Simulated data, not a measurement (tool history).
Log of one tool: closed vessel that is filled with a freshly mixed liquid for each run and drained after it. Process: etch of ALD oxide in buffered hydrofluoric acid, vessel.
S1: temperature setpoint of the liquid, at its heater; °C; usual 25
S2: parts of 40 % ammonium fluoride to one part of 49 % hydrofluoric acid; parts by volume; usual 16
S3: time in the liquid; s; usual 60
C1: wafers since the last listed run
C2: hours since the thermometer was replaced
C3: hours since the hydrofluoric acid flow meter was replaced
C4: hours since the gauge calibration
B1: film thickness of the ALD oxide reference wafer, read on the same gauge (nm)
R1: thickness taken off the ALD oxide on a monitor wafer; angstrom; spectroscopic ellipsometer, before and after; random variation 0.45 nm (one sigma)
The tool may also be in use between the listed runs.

Run 1, day 0: usual settings; C1 0; C2 1386.6; C3 2308.9; C4 5.1; B1 130.01. Result: R1 960.7 angstrom.
Run 2, day 1.05: usual settings; C1 2108; C2 1411.8; C3 2334.1; C4 30.3; B1 129.96. Result: R1 950.6 angstrom.
Run 3, day 1.767: usual settings; C1 1439; C2 1429; C3 2351.3; C4 47.5; B1 129.97. Result: R1 969.1 angstrom.
Run 4, day 2.338: usual settings but S2 11.5 parts by volume; C1 1146; C2 1442.7; C3 2365; C4 61.2; B1 129.99. Result: R1 1323.4 angstrom.
Run 5, day 2.75: usual settings but S2 14 parts by volume; C1 828; C2 1452.6; C3 2374.9; C4 71.1; B1 130.02. Result: R1 1088.7 angstrom.
Run 6, day 3.225: usual settings but S2 14 parts by volume; C1 953; C2 1464; C3 2386.3; C4 82.5; B1 130.02. Result: R1 1095.4 angstrom.
Run 7, day 3.492: usual settings but S1 21 °C; C1 535; C2 1470.4; C3 2392.7; C4 88.9; B1 130.03. Result: R1 766.2 angstrom.
Run 8, day 4.071: usual settings but S3 85 s; C1 1163; C2 1484.3; C3 2406.6; C4 102.8; B1 130.02. Result: R1 1353.1 angstrom.
Run 9, day 4.454: usual settings but S3 85 s; C1 769; C2 1493.5; C3 2415.8; C4 112; B1 129.97. Result: R1 1366.7 angstrom.
Run 10, day 4.721: usual settings but S3 85 s; C1 535; C2 1499.9; C3 2422.2; C4 118.4; B1 130.03. Result: R1 1363.9 angstrom.
Run 11, day 6.846: usual settings but S2 13 parts by volume; C1 4267; C2 1550.9; C3 2473.2; C4 169.4; B1 130.01. Result: R1 1181.7 angstrom.
Run 12, day 7.412: usual settings but S2 12 parts by volume, S3 40 s; C1 1138; C2 1564.5; C3 2486.8; C4 183; B1 130.01. Result: R1 849.2 angstrom.
Run 13, day 7.696: usual settings but S2 12 parts by volume, S3 40 s; C1 569; C2 1571.3; C3 2493.6; C4 189.8; B1 130.03. Result: R1 850.9 angstrom.
Run 14, day 8.154: usual settings but S2 12 parts by volume, S3 40 s; C1 920; C2 1582.3; C3 2504.6; C4 200.8; B1 129.96. Result: R1 851.2 angstrom.
At day 8.479: hydrofluoric acid flow meter replaced.
Run 15, day 8.721: usual settings; C1 1054; C2 1595.9; C3 5.8; C4 214.4; B1 129.99. Result: R1 848.8 angstrom.
Run 16, day 9.121: usual settings; C1 803; C2 1605.5; C3 15.4; C4 224; B1 130.01. Result: R1 850.5 angstrom.
Run 17, day 9.412: usual settings but S1 26.5 °C; C1 585; C2 1612.5; C3 22.4; C4 231; B1 129.96. Result: R1 924.5 angstrom.
Run 18, day 10.092: usual settings but S1 22 °C, S2 12.5 parts by volume, S3 40 s; C1 1363; C2 1628.8; C3 38.7; C4 247.3; B1 129.98. Result: R1 612.4 angstrom.
At day 10.3: gauge calibrated.
Run 19, day 10.692: usual settings but S1 21 °C, S2 18 parts by volume, S3 50 s; C1 1204; C2 1643.2; C3 53.1; C4 9.4; B1 129.98. Result: R1 506.4 angstrom.
Run 20, day 10.983: usual settings; C1 585; C2 1650.2; C3 60.1; C4 16.4; B1 130.01. Result: R1 848.9 angstrom.
Run 21, day 11.346: usual settings but S1 22 °C; C1 728; C2 1658.9; C3 68.8; C4 25.1; B1 130. Result: R1 724 angstrom.
Run 22, day 11.729: usual settings; C1 769; C2 1668.1; C3 78; C4 34.3; B1 129.99. Result: R1 856.7 angstrom.
Run 23, day 12.021: usual settings but S3 75 s; C1 585; C2 1675.1; C3 85; C4 41.3; B1 129.98. Result: R1 1063.9 angstrom.
Run 24, day 12.608: usual settings; C1 1179; C2 1689.2; C3 99.1; C4 55.4; B1 129.98. Result: R1 850.7 angstrom.
Run 25, day 13.117: usual settings; C1 1020; C2 1701.4; C3 111.3; C4 67.6; B1 130. Result: R1 854.4 angstrom.
At day 13.504: thermometer replaced.
Run 26, day 13.592: usual settings but S2 21.5 parts by volume, S3 40 s; C1 870; C2 2.1; C3 122.7; C4 79; B1 129.99. Result: R1 436.3 angstrom.
Run 27, day 14.233: usual settings but S1 20.5 °C, S2 10 parts by volume; C1 1288; C2 17.5; C3 138.1; C4 94.4; B1 130.01. Result: R1 1048.9 angstrom.
Run 28, day 14.521: usual settings but S1 22.5 °C, S3 75 s; C1 577; C2 24.4; C3 145; C4 101.3; B1 130.03. Result: R1 931.8 angstrom.
Run 29, day 15.15: usual settings; C1 1263; C2 39.5; C3 160.1; C4 116.4; B1 130.01. Result: R1 854.8 angstrom.
Run 30, day 15.492: usual settings but S2 20.5 parts by volume, S3 70 s; C1 686; C2 47.7; C3 168.3; C4 124.6; B1 130.02. Result: R1 786.1 angstrom.
Run 31, day 15.833: usual settings but S1 28.5 °C, S2 11.5 parts by volume, S3 80 s; C1 686; C2 55.9; C3 176.5; C4 132.8; B1 130.03. Result: R1 1898.1 angstrom.
Run 32, day 16.454: usual settings but S1 27.5 °C, S2 20 parts by volume, S3 70 s; C1 1246; C2 70.8; C3 191.4; C4 147.7; B1 130.02. Result: R1 919.8 angstrom.
Run 33, day 16.762: usual settings but S1 27 °C; C1 619; C2 78.2; C3 198.8; C4 155.1; B1 129.95. Result: R1 949.2 angstrom.
Run 34, day 18.175: usual settings but S1 22.5 °C, S3 50 s; C1 2836; C2 112.1; C3 232.7; C4 189; B1 129.99. Result: R1 622.8 angstrom.

Forecast each of these 3 alternatives for the next run:
Run A, day 18.204: usual settings but S3 80 s; C1 58; C2 112.8; C3 233.4; C4 189.7; B1 ?. Result: R1 ?.
Run B, day 18.204: usual settings but S1 23.5 °C, S2 18 parts by volume, S3 45 s; C1 58; C2 112.8; C3 233.4; C4 189.7; B1 ?. Result: R1 ?.
Run C, day 18.204: usual settings but S1 26.5 °C, S3 50 s; C1 58; C2 112.8; C3 233.4; C4 189.7; B1 ?. Result: R1 ?.

run      B1      R1
  A  129.99  1138.1
  B  129.99   525.3
  C  129.99   771.4
Without the tool's hidden state the same runs would have given:
run      R1
  A  1121.3
  B   517.5
  C     760

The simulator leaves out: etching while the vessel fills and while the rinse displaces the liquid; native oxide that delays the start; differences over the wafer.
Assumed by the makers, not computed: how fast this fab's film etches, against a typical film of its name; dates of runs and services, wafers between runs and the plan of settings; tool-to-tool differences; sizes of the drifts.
